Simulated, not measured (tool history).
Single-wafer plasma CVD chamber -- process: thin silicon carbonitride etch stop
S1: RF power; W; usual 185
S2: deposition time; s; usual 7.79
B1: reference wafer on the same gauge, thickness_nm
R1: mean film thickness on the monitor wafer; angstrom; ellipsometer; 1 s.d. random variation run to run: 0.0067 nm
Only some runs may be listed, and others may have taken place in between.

| run | hour | S1 | S2 | B1 | R1 |
|---|---|---|---|---|---|
| 1 | 0.0 | 185 | 7.22 | 4.008 | 41.29 |
| 2 | 42.5 | 185 | 7.79 | 4.011 | 44.61 |
| 3 | 76.4 | 185 | 7.79 | 4.008 | 44.52 |
| 4 | 121.0 | 185 | 7.79 | 4.010 | 44.66 |
| 5 | 329.0 | 185 | 6.82 | 4.010 | 38.92 |
| 6 | 486.7 | 165 | 7.79 | 4.009 | 43.18 |
| 7 | 525.4 | 185 | 7.79 | 4.011 | 44.83 |
| 8 | 589.7 | 185 | 7.79 | 4.011 | 44.81 |
| 9 | 629.9 | 210 | 7.79 | 4.010 | 46.35 |
| 10 | 686.8 | 210 | 7.79 | 4.009 | 46.34 |
| 11 | 751.8 | 195 | 8.88 | 4.010 | 51.68 |
| 12 | 793.5 | 195 | 8.88 | 4.010 | 51.67 |
| 13 | 861.0 | 185 | 7.79 | 4.010 | 44.61 |
| 14 | 900.9 | 185 | 7.31 | 4.010 | 41.91 |
| 15 | 962.6 | 185 | 7.33 | 4.011 | 41.89 |
| 16 | 1022.1 | 160 | 8.84 | 4.010 | 48.65 |
| 17 | 1051.7 | 185 | 6.47 | 4.010 | 37.02 |
| 18 | 1079.5 | 185 | 7.79 | 4.009 | 44.66 |
| 19 | 1144.1 | 185 | 7.39 | 4.011 | 42.17 |
| 20 | 1202.6 | 150 | 8.53 | 4.010 | 46.06 |
| 21 | 1228.1 | 195 | 8.56 | 4.008 | 49.70 |
| 22 | 1273.8 | 170 | 8.74 | 4.010 | 48.75 |
| 23 | 1299.7 | 185 | 7.79 | 4.009 | 44.57 |
| 24 | 1356.0 | 185 | 8.46 | 4.011 | 48.50 |
| 25 | 1412.5 | 210 | 6.66 | 4.010 | 39.44 |
| 26 | 1461.5 | 160 | 6.69 | 4.009 | 36.82 |

Not shown: 5 entries that the log had between the listed runs. Between which runs, and how does the tool's hidden state differ before and after?
From run 1 to run 2: thermocouple changed; heater temperature recalibrated (hour 21.0)
  delivered RF power above the setpoint (%): -2.33 -> -2.4
  what was measured, less what the result would be without the hidden state, R1: -0.27 -> -0.30 angstrom
From run 6 to run 7: RF generator calibrated (hour 502.8)
  delivered RF power above the setpoint (%): -2.82 -> -0.263
  what was measured, less what the result would be without the hidden state, R1: -0.34 -> -0.03 angstrom
From run 9 to run 10: gauge calibrated (hour 632.0)
  delivered RF power above the setpoint (%): -0.917 -> -1.2
  what was measured, less what the result would be without the hidden state, R1: -0.12 -> -0.15 angstrom
From run 18 to run 19: thermocouple changed; heater temperature recalibrated (hour 1141.5)
  delivered RF power above the setpoint (%): -2.3 -> -2.39
  what was measured, less what the result would be without the hidden state, R1: -0.28 -> -0.28 angstrom
From run 19 to run 20: showerhead replaced (hour 1167.7)
  delivered RF power above the setpoint (%): -2.39 -> -2.46
  what was measured, less what the result would be without the hidden state, R1: -0.28 -> -0.32 angstrom

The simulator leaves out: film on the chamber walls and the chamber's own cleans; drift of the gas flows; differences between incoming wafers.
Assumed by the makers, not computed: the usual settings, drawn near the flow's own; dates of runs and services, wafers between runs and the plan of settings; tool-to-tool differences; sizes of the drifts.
